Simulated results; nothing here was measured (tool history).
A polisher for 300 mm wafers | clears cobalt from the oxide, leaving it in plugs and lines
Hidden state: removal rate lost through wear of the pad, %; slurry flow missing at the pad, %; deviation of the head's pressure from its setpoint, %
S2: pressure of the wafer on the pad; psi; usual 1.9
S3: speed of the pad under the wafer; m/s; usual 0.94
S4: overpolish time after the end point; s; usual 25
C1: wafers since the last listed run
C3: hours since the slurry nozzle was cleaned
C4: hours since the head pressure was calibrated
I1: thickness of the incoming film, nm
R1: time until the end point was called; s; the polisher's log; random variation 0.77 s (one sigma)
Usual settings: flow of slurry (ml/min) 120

{"run": 1, "hour": 0.0, "flow of slurry (ml/min)": 120, "S2": 1.9, "S3": 0.94, "S4": 25, "C1": 0, "wafers polished on this pad": 1493, "C3": 89.7, "C4": 470.8, "I1": 312.2, "R1": 61.6}
{"run": 2, "hour": 52.3, "flow of slurry (ml/min)": 120, "S2": 1.9, "S3": 0.94, "S4": 25, "C1": 454, "wafers polished on this pad": 1948, "C3": 142, "C4": 523.1, "I1": 305.1, "R1": 58.5}
{"run": 3, "hour": 117.4, "flow of slurry (ml/min)": 120, "S2": 1.9, "S3": 0.94, "S4": 25, "C1": 566, "wafers polished on this pad": 2514, "C3": 207.1, "C4": 588.2, "I1": 307.3, "R1": 61.7}
{"hour": 150.6, "done": "worn pad replaced by a new one"}
{"run": 4, "hour": 152.9, "flow of slurry (ml/min)": 120, "S2": 1.9, "S3": 0.94, "S4": 25, "C1": 273, "wafers polished on this pad": 20, "C3": 242.6, "C4": 623.7, "I1": 310, "R1": 61.8}
{"hour": 195.8, "done": "slurry nozzle cleaned"}
{"run": 5, "hour": 205.5, "flow of slurry (ml/min)": 120, "S2": 1.9, "S3": 0.94, "S4": 25, "C1": 448, "wafers polished on this pad": 468, "C3": 9.7, "C4": 676.3, "I1": 308.5, "R1": 62.3}
{"run": 6, "hour": 242.4, "flow of slurry (ml/min)": 120, "S2": 1.9, "S3": 0.94, "S4": 25, "C1": 320, "wafers polished on this pad": 789, "C3": 46.6, "C4": 713.2, "I1": 308.5, "R1": 61.4}
{"run": 7, "hour": 302.0, "flow of slurry (ml/min)": 110, "S2": 2.4, "S3": 0.94, "S4": 25, "C1": 518, "wafers polished on this pad": 1308, "C3": 106.2, "C4": 772.8, "I1": 311.2, "R1": 51.8}
{"hour": 418.2, "done": "worn pad replaced by a new one"}
{"hour": 456.6, "done": "slurry nozzle cleaned"}
{"run": 8, "hour": 515.6, "flow of slurry (ml/min)": 110, "S2": 2.4, "S3": 0.94, "S4": 25, "C1": 1814, "wafers polished on this pad": 838, "C3": 59, "C4": 986.4, "I1": 310, "R1": 52.3}
{"run": 9, "hour": 559.5, "flow of slurry (ml/min)": 110, "S2": 2.4, "S3": 0.94, "S4": 25, "C1": 381, "wafers polished on this pad": 1220, "C3": 102.9, "C4": 1030.3, "I1": 305, "R1": 51.9}
{"run": 10, "hour": 604.8, "flow of slurry (ml/min)": 120, "S2": 1.9, "S3": 0.94, "S4": 25, "C1": 393, "wafers polished on this pad": 1613, "C3": 148.2, "C4": 1075.6, "I1": 313.5, "R1": 61.9}
{"hour": 659.9, "done": "worn pad replaced by a new one"}
{"run": 11, "hour": 660.4, "flow of slurry (ml/min)": 120, "S2": 1.9, "S3": 0.94, "S4": 25, "C1": 448, "wafers polished on this pad": 4, "C3": 203.8, "C4": 1131.2, "I1": 309.9, "R1": 63.1}
{"hour": 701.5, "done": "slurry nozzle cleaned"}
{"hour": 708.8, "done": "head pressure recalibrated"}
{"run": 12, "hour": 711.6, "flow of slurry (ml/min)": 120, "S2": 1.9, "S3": 0.94, "S4": 25, "C1": 419, "wafers polished on this pad": 423, "C3": 10.1, "C4": 2.8, "I1": 312.1, "R1": 61.1}
{"run": 13, "hour": 772.0, "flow of slurry (ml/min)": 120, "S2": 2.4, "S3": 0.94, "S4": 28, "C1": 525, "wafers polished on this pad": 948, "C3": 70.5, "C4": 63.2, "I1": 310.3, "R1": 49.6}
{"run": 14, "hour": 797.1, "flow of slurry (ml/min)": 145, "S2": 1.9, "S3": 0.94, "S4": 30, "C1": 218, "wafers polished on this pad": 1166, "C3": 95.6, "C4": 88.3, "I1": 307.2, "R1": 58.7}
{"run": 15, "hour": 829.0, "flow of slurry (ml/min)": 120, "S2": 2.4, "S3": 0.94, "S4": 28, "C1": 277, "wafers polished on this pad": 1444, "C3": 127.5, "C4": 120.2, "I1": 313.4, "R1": 49.2}
{"run": 16, "hour": 860.3, "flow of slurry (ml/min)": 110, "S2": 2.2, "S3": 0.94, "S4": 11, "C1": 272, "wafers polished on this pad": 1716, "C3": 158.8, "C4": 151.5, "I1": 316.2, "R1": 56.6}
{"run": 17, "hour": 908.7, "flow of slurry (ml/min)": 120, "S2": 1.9, "S3": 0.94, "S4": 25, "C1": 420, "wafers polished on this pad": 2137, "C3": 207.2, "C4": 199.9, "I1": 310.8, "R1": 61.2}
{"run": 18, "hour": 938.3, "flow of slurry (ml/min)": 120, "S2": 2.2, "S3": 1.18, "S4": 25, "C1": 257, "wafers polished on this pad": 2394, "C3": 236.8, "C4": 229.5, "I1": 313, "R1": 42.6}
{"hour": 948.7, "done": "worn pad replaced by a new one, of another model than before"}
{"run": 19, "hour": 979.4, "flow of slurry (ml/min)": 120, "S2": 1.9, "S3": 0.94, "S4": 25, "C1": 322, "wafers polished on this pad": 267, "C3": 277.9, "C4": 270.6, "I1": 309.8, "R1": 60.7}
{"hour": 1012.5, "done": "slurry nozzle cleaned"}
{"run": 20, "hour": 1050.0, "flow of slurry (ml/min)": 120, "S2": 1.4, "S3": 1.12, "S4": 36, "C1": 605, "wafers polished on this pad": 872, "C3": 37.5, "C4": 341.2, "I1": 310.4, "R1": 61.5}
{"run": 21, "hour": 1084.4, "flow of slurry (ml/min)": 120, "S2": 2.5, "S3": 0.94, "S4": 25, "C1": 299, "wafers polished on this pad": 1171, "C3": 71.9, "C4": 375.6, "I1": 308.5, "R1": 52.5}
{"run": 22, "hour": 1143.9, "flow of slurry (ml/min)": 120, "S2": 1.3, "S3": 0.94, "S4": 31, "C1": 517, "wafers polished on this pad": 1688, "C3": 131.4, "C4": 435.1, "I1": 305.7, "R1": 71.9}
{"run": 23, "hour": 1202.2, "flow of slurry (ml/min)": 120, "S2": 1.9, "S3": 0.84, "S4": 14, "C1": 506, "wafers polished on this pad": 2195, "C3": 189.7, "C4": 493.4, "I1": 316.2, "R1": 66.7}
{"hour": 1244.3, "done": "worn pad replaced by a new one"}
{"run": 24, "hour": 1246.9, "flow of slurry (ml/min)": 120, "S2": 2.2, "S3": 1.06, "S4": 25, "C1": 353, "wafers polished on this pad": 22, "C3": 234.4, "C4": 538.1, "I1": 309.2, "R1": 53.1}
{"hour": 1259.0, "done": "slurry nozzle cleaned"}
{"run": 25, "hour": 1309.8, "flow of slurry (ml/min)": 120, "S2": 1.9, "S3": 0.94, "S4": 25, "C1": 538, "wafers polished on this pad": 560, "C3": 50.8, "C4": 601, "I1": 310.8, "R1": 62.4}
{"run": 26, "hour": 1345.3, "flow of slurry (ml/min)": 120, "S2": 1.9, "S3": 0.94, "S4": 25, "C1": 308, "wafers polished on this pad": 869, "C3": 86.3, "C4": 636.5, "I1": 308.3, "R1": 59.8}
{"run": 27, "hour": 1372.3, "flow of slurry (ml/min)": 120, "S2": 2.2, "S3": 0.94, "S4": 34, "C1": 234, "wafers polished on this pad": 1104, "C3": 113.3, "C4": 663.5, "I1": 313.6, "R1": 58.1}
{"run": 28, "hour": 1417.2, "flow of slurry (ml/min)": 85, "S2": 1.9, "S3": 0.94, "S4": 25, "C1": 390, "wafers polished on this pad": 1494, "C3": 158.2, "C4": 708.4, "I1": 313.5, "R1": 70.8}

Some steps in R1 between neighbouring runs. How much of each would the tool show without its hidden state too (settings, what came in, random variation), and how much is left for the hidden state, with any gauge scatter that isn't in both results?
Run 7 -> 8: worn pad replaced by a new one, slurry nozzle cleaned. R1 +0.5 s: hidden state +0.6, all else -0.1.
Run 11 -> 12: slurry nozzle cleaned, head pressure recalibrated. R1 -2 s: hidden state -2.8, all else +0.8.
Run 17 -> 18: S2 1.9 -> 2.2, S3 0.94 -> 1.18. R1 -18.6 s: hidden state -0.1, all else -18.5.
Run 21 -> 22: S2 2.5 -> 1.3, S4 25 -> 31. R1 +19.4 s: hidden state +0.3, all else +19.1.
